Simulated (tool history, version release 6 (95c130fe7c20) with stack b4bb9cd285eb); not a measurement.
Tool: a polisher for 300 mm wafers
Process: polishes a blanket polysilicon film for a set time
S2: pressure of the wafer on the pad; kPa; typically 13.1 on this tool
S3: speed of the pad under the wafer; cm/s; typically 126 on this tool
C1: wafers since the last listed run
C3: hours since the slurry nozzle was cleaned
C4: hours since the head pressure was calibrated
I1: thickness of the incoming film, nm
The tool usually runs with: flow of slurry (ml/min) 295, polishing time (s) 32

run 1 day=0.000 | flow_of_slurry_(ml/min)=295 S2=13.1 S3=126 polishing_time_(s)=32 | C1=0 wafers_polished_on_this_pad=3778 C3=333.7 C4=669.3 | I1=1526.6 | film_removed_(Å)=1959
-- day=1.954 slurry nozzle cleaned
run 2 day=2.071 | flow_of_slurry_(ml/min)=295 S2=13.1 S3=126 polishing_time_(s)=32 | C1=620 wafers_polished_on_this_pad=4398 C3=2.8 C4=719.0 | I1=1490.9 | film_removed_(Å)=1894
-- day=3.096 worn pad replaced by a new one
run 3 day=4.658 | flow_of_slurry_(ml/min)=295 S2=13.1 S3=126 polishing_time_(s)=32 | C1=739 wafers_polished_on_this_pad=477 C3=64.9 C4=781.1 | I1=1545.0 | film_removed_(Å)=2176
run 4 day=7.171 | flow_of_slurry_(ml/min)=295 S2=13.1 S3=126 polishing_time_(s)=32 | C1=767 wafers_polished_on_this_pad=1244 C3=125.2 C4=841.4 | I1=1506.1 | film_removed_(Å)=2094
run 5 day=9.029 | flow_of_slurry_(ml/min)=295 S2=13.1 S3=126 polishing_time_(s)=32 | C1=567 wafers_polished_on_this_pad=1812 C3=169.8 C4=886.0 | I1=1491.3 | film_removed_(Å)=2012
run 6 day=13.196 | flow_of_slurry_(ml/min)=295 S2=13.1 S3=126 polishing_time_(s)=32 | C1=1273 wafers_polished_on_this_pad=3085 C3=269.8 C4=986.0 | I1=1518.1 | film_removed_(Å)=2020
run 7 day=15.133 | flow_of_slurry_(ml/min)=295 S2=10.3 S3=126 polishing_time_(s)=32 | C1=592 wafers_polished_on_this_pad=3678 C3=316.3 C4=1032.5 | I1=1519.0 | film_removed_(Å)=1513
-- day=16.192 worn pad replaced by a new one
-- day=16.271 slurry nozzle cleaned
run 8 day=18.296 | flow_of_slurry_(ml/min)=295 S2=10.3 S3=126 polishing_time_(s)=32 | C1=902 wafers_polished_on_this_pad=629 C3=48.6 C4=1108.4 | I1=1528.1 | film_removed_(Å)=1651
run 9 day=20.017 | flow_of_slurry_(ml/min)=295 S2=10.3 S3=126 polishing_time_(s)=32 | C1=525 wafers_polished_on_this_pad=1155 C3=89.9 C4=1149.7 | I1=1492.4 | film_removed_(Å)=1642
run 10 day=24.371 | flow_of_slurry_(ml/min)=295 S2=13.1 S3=126 polishing_time_(s)=32 | C1=1330 wafers_polished_on_this_pad=2486 C3=194.4 C4=1254.2 | I1=1531.0 | film_removed_(Å)=2041
run 11 day=28.567 | flow_of_slurry_(ml/min)=295 S2=15.9 S3=158 polishing_time_(s)=32 | C1=1282 wafers_polished_on_this_pad=3768 C3=295.1 C4=1354.9 | I1=1521.5 | film_removed_(Å)=2942
-- day=29.896 worn pad replaced by a new one
-- day=30.492 slurry nozzle cleaned
run 12 day=30.512 | flow_of_slurry_(ml/min)=295 S2=13.1 S3=126 polishing_time_(s)=32 | C1=530 wafers_polished_on_this_pad=175 C3=0.5 C4=1401.6 | I1=1511.0 | film_removed_(Å)=2113
run 13 day=32.867 | flow_of_slurry_(ml/min)=295 S2=16.5 S3=126 polishing_time_(s)=22 | C1=719 wafers_polished_on_this_pad=894 C3=57.0 C4=1458.1 | I1=1544.9 | film_removed_(Å)=1831
-- day=33.333 head pressure recalibrated
run 14 day=34.908 | flow_of_slurry_(ml/min)=245 S2=13.1 S3=82 polishing_time_(s)=32 | C1=598 wafers_polished_on_this_pad=1493 C3=106.0 C4=37.8 | I1=1516.5 | film_removed_(Å)=1344
run 15 day=36.988 | flow_of_slurry_(ml/min)=295 S2=13.1 S3=126 polishing_time_(s)=32 | C1=635 wafers_polished_on_this_pad=2128 C3=155.9 C4=87.7 | I1=1536.8 | film_removed_(Å)=2039
run 16 day=40.054 | flow_of_slurry_(ml/min)=220 S2=9.0 S3=166 polishing_time_(s)=39 | C1=937 wafers_polished_on_this_pad=3065 C3=229.5 C4=161.3 | I1=1491.9 | film_removed_(Å)=2128
run 17 day=42.621 | flow_of_slurry_(ml/min)=295 S2=9.7 S3=126 polishing_time_(s)=32 | C1=784 wafers_polished_on_this_pad=3849 C3=291.1 C4=222.9 | I1=1522.9 | film_removed_(Å)=1420
-- day=45.471 worn pad replaced by a new one
-- day=48.892 slurry nozzle cleaned
run 18 day=50.642 | flow_of_slurry_(ml/min)=295 S2=13.1 S3=126 polishing_time_(s)=32 | C1=2387 wafers_polished_on_this_pad=1566 C3=42.0 C4=415.4 | I1=1503.8 | film_removed_(Å)=2020
run 19 day=54.717 | flow_of_slurry_(ml/min)=295 S2=16.5 S3=126 polishing_time_(s)=42 | C1=1245 wafers_polished_on_this_pad=2812 C3=139.8 C4=513.2 | I1=1541.9 | film_removed_(Å)=3369
run 20 day=57.162 | flow_of_slurry_(ml/min)=375 S2=9.7 S3=126 polishing_time_(s)=32 | C1=747 wafers_polished_on_this_pad=3559 C3=198.5 C4=571.9 | I1=1517.7 | film_removed_(Å)=1451
-- day=59.088 worn pad replaced by a new one
run 21 day=59.888 | flow_of_slurry_(ml/min)=395 S2=17.2 S3=144 polishing_time_(s)=32 | C1=781 wafers_polished_on_this_pad=244 C3=263.9 C4=637.3 | I1=1509.3 | film_removed_(Å)=3333
run 22 day=64.117 | flow_of_slurry_(ml/min)=235 S2=17.2 S3=126 polishing_time_(s)=32 | C1=1292 wafers_polished_on_this_pad=1536 C3=365.4 C4=738.8 | I1=1526.6 | film_removed_(Å)=2667
-- day=65.321 slurry nozzle cleaned
run 23 day=66.417 | flow_of_slurry_(ml/min)=295 S2=13.1 S3=126 polishing_time_(s)=32 | C1=690 wafers_polished_on_this_pad=2226 C3=26.3 C4=794.0 | I1=1505.6 | film_removed_(Å)=2051
run 24 day=68.379 | flow_of_slurry_(ml/min)=345 S2=8.3 S3=126 polishing_time_(s)=32 | C1=599 wafers_polished_on_this_pad=2826 C3=73.4 C4=841.1 | I1=1514.0 | film_removed_(Å)=1262

For each entry between runs, how does the tool's hidden state at the last listed run before it compare with that at the first listed run after it?
From run 1 to run 2: slurry nozzle cleaned (day 1.954)
  removal rate lost through wear of the pad, %: 11.1 -> 12.9
  the result without the hidden state subtracted from the measured one, film removed (Å): -244 -> -281
From run 2 to run 3: worn pad replaced by a new one (day 3.096)
  removal rate lost through wear of the pad, %: 12.9 -> 1.55
  the result without the hidden state subtracted from the measured one, film removed (Å): -281 -> -34
From run 7 to run 8: worn pad replaced by a new one (day 16.192); slurry nozzle cleaned (day 16.271)
  removal rate lost through wear of the pad, %: 10.7 -> 2.11
  the result without the hidden state subtracted from the measured one, film removed (Å): -182 -> -35
From run 11 to run 12: worn pad replaced by a new one (day 29.896); slurry nozzle cleaned (day 30.492)
  removal rate lost through wear of the pad, %: 11.1 -> 0.829
  the result without the hidden state subtracted from the measured one, film removed (Å): -368 -> -18
From run 13 to run 14: head pressure recalibrated (day 33.333)
  removal rate lost through wear of the pad, %: 2.89 -> 4.69
  the result without the hidden state subtracted from the measured one, film removed (Å): -54 -> -67
From run 17 to run 18: worn pad replaced by a new one (day 45.471); slurry nozzle cleaned (day 48.892)
  removal rate lost through wear of the pad, %: 11.5 -> 5.68
  the result without the hidden state subtracted from the measured one, film removed (Å): -184 -> -122
From run 20 to run 21: worn pad replaced by a new one (day 59.088)
  removal rate lost through wear of the pad, %: 11.4 -> 1.14
  the result without the hidden state subtracted from the measured one, film removed (Å): -187 -> -39
From run 22 to run 23: slurry nozzle cleaned (day 65.321)
  removal rate lost through wear of the pad, %: 4.85 -> 6.87
  the result without the hidden state subtracted from the measured one, film removed (Å): -136 -> -152

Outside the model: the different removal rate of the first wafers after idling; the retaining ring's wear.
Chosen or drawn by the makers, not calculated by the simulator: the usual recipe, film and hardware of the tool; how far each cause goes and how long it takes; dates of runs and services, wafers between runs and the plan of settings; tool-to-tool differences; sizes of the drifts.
